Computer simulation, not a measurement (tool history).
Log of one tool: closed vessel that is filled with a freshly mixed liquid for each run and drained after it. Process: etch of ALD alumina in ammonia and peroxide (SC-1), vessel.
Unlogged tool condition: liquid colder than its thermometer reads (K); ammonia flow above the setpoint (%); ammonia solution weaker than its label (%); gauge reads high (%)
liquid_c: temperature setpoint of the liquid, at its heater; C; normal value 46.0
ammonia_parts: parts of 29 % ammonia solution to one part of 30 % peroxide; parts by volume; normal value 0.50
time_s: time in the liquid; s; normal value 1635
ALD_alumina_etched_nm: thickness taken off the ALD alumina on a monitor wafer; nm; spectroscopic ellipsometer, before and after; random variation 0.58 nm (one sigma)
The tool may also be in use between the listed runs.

| run | hour | liquid_c | ammonia_parts | time_s | wafers since the last listed run | hours since the thermometer was replaced | hours since the ammonia flow meter was replaced | hours since the drum of ammonia solution was connected | hours since the gauge calibration | read-back film thickness of the ALD alumina reference wafer, read on the same gauge (nm) | ALD_alumina_etched_nm |
|---|---|---|---|---|---|---|---|---|---|---|---|
| 1 | 0.0 | 46.0 | 0.50 | 1635 | 0 | 681.1 | 1632.2 | 188.7 | 730.5 | 139.98 | 57.48 |
| 2 | 24.2 | 46.0 | 0.50 | 1635 | 704 | 705.3 | 1656.4 | 212.9 | 754.7 | 140.05 | 57.22 |
|  | 32.9 | new drum of ammonia solution connected |
| 3 | 58.2 | 46.0 | 0.50 | 1230 | 960 | 739.3 | 1690.4 | 25.3 | 788.7 | 140.00 | 42.50 |
|  | 71.6 | ammonia flow meter replaced |
| 4 | 81.7 | 46.0 | 0.50 | 1230 | 655 | 762.8 | 10.1 | 48.8 | 812.2 | 140.04 | 42.25 |
| 5 | 97.3 | 53.5 | 0.50 | 1635 | 454 | 778.4 | 25.7 | 64.4 | 827.8 | 140.01 | 85.34 |
| 6 | 128.3 | 53.5 | 0.50 | 1635 | 902 | 809.4 | 56.7 | 95.4 | 858.8 | 139.99 | 86.60 |
| 7 | 157.5 | 46.0 | 0.35 | 1635 | 850 | 838.6 | 85.9 | 124.6 | 888.0 | 139.99 | 54.89 |
| 8 | 174.4 | 46.0 | 0.50 | 1075 | 492 | 855.5 | 102.8 | 141.5 | 904.9 | 139.99 | 37.19 |
|  | 183.1 | thermometer replaced |
| 9 | 192.5 | 38.0 | 0.70 | 1160 | 497 | 9.4 | 120.9 | 159.6 | 923.0 | 139.98 | 28.43 |
| 10 | 220.3 | 46.0 | 0.50 | 1635 | 809 | 37.2 | 148.7 | 187.4 | 950.8 | 140.03 | 60.68 |
| 11 | 245.7 | 50.0 | 0.65 | 1300 | 739 | 62.6 | 174.1 | 212.8 | 976.2 | 139.99 | 62.70 |
|  | 254.6 | gauge calibrated |
| 12 | 266.3 | 46.0 | 0.75 | 1635 | 599 | 83.2 | 194.7 | 233.4 | 11.7 | 139.98 | 63.68 |
|  | 294.9 | new drum of ammonia solution connected |
| 13 | 341.8 | 50.0 | 0.50 | 915 | 2169 | 158.7 | 270.2 | 46.9 | 87.2 | 140.02 | 42.02 |
| 14 | 361.9 | 40.5 | 0.70 | 670 | 585 | 178.8 | 290.3 | 67.0 | 107.3 | 139.98 | 18.73 |
| 15 | 376.7 | 38.0 | 0.40 | 1135 | 430 | 193.6 | 305.1 | 81.8 | 122.1 | 139.99 | 25.89 |
| 16 | 398.4 | 41.5 | 0.50 | 1635 | 631 | 215.3 | 326.8 | 103.5 | 143.8 | 139.99 | 46.21 |
| 17 | 436.4 | 46.0 | 0.50 | 1635 | 1106 | 253.3 | 364.8 | 141.5 | 181.8 | 139.98 | 59.26 |
| 18 | 463.8 | 40.0 | 0.65 | 720 | 797 | 280.7 | 392.2 | 168.9 | 209.2 | 140.01 | 19.17 |
| 19 | 484.8 | 46.0 | 0.50 | 1635 | 611 | 301.7 | 413.2 | 189.9 | 230.2 | 140.01 | 59.51 |
| 20 | 503.0 | 46.0 | 0.50 | 1635 | 529 | 319.9 | 431.4 | 208.1 | 248.4 | 139.97 | 58.61 |
| 21 | 523.1 | 46.0 | 0.40 | 1635 | 585 | 340.0 | 451.5 | 228.2 | 268.5 | 140.01 | 59.11 |
|  | 543.1 | new drum of ammonia solution connected |
| 22 | 544.8 | 52.5 | 0.50 | 1635 | 602 | 361.7 | 473.2 | 1.7 | 290.2 | 140.03 | 86.12 |
| 23 | 613.8 | 51.0 | 0.35 | 2320 | 2009 | 430.7 | 542.2 | 70.7 | 359.2 | 139.98 | 106.19 |
| 24 | 631.6 | 46.0 | 0.25 | 1200 | 518 | 448.5 | 560.0 | 88.5 | 377.0 | 139.96 | 40.64 |
| 25 | 649.7 | 54.5 | 0.35 | 1635 | 527 | 466.6 | 578.1 | 106.6 | 395.1 | 139.99 | 91.89 |
| 26 | 668.1 | 41.5 | 0.70 | 2245 | 535 | 485.0 | 596.5 | 125.0 | 413.5 | 139.99 | 63.83 |
| 27 | 699.6 | 50.5 | 0.50 | 2230 | 917 | 516.5 | 628.0 | 156.5 | 445.0 | 140.03 | 100.27 |
| 28 | 711.8 | 43.5 | 0.45 | 2420 | 355 | 528.7 | 640.2 | 168.7 | 457.2 | 140.00 | 75.32 |

Consider 5 possible next runs. They are alternatives, not a sequence: every one starts from the tool as it was left by run 28. What does each give?
| A | 712.9 | 46.0 | 0.50 | 2385 | 32 | 529.8 | 641.3 | 169.8 | 458.3 | ? | ? |
| B | 712.9 | 38.5 | 0.60 | 1965 | 32 | 529.8 | 641.3 | 169.8 | 458.3 | ? | ? |
| C | 712.9 | 49.0 | 0.65 | 1635 | 32 | 529.8 | 641.3 | 169.8 | 458.3 | ? | ? |
| D | 712.9 | 49.5 | 0.35 | 1890 | 32 | 529.8 | 641.3 | 169.8 | 458.3 | ? | ? |
| E | 712.9 | 38.0 | 0.30 | 2355 | 32 | 529.8 | 641.3 | 169.8 | 458.3 | ? | ? |

| run | read-back film thickness of the ALD alumina reference wafer, read on the same gauge (nm) | ALD_alumina_etched_nm |
|---|---|---|
| A | 140.02 | 85.09 |
| B | 140.02 | 46.00 |
| C | 140.02 | 70.84 |
| D | 140.02 | 79.37 |
| E | 140.02 | 50.05 |
Had the tool no hidden state, the same runs would have come out as:
| run | ALD_alumina_etched_nm |
|---|---|
| A | 90.06 |
| B | 48.84 |
| C | 74.88 |
| D | 83.89 |
| E | 53.15 |

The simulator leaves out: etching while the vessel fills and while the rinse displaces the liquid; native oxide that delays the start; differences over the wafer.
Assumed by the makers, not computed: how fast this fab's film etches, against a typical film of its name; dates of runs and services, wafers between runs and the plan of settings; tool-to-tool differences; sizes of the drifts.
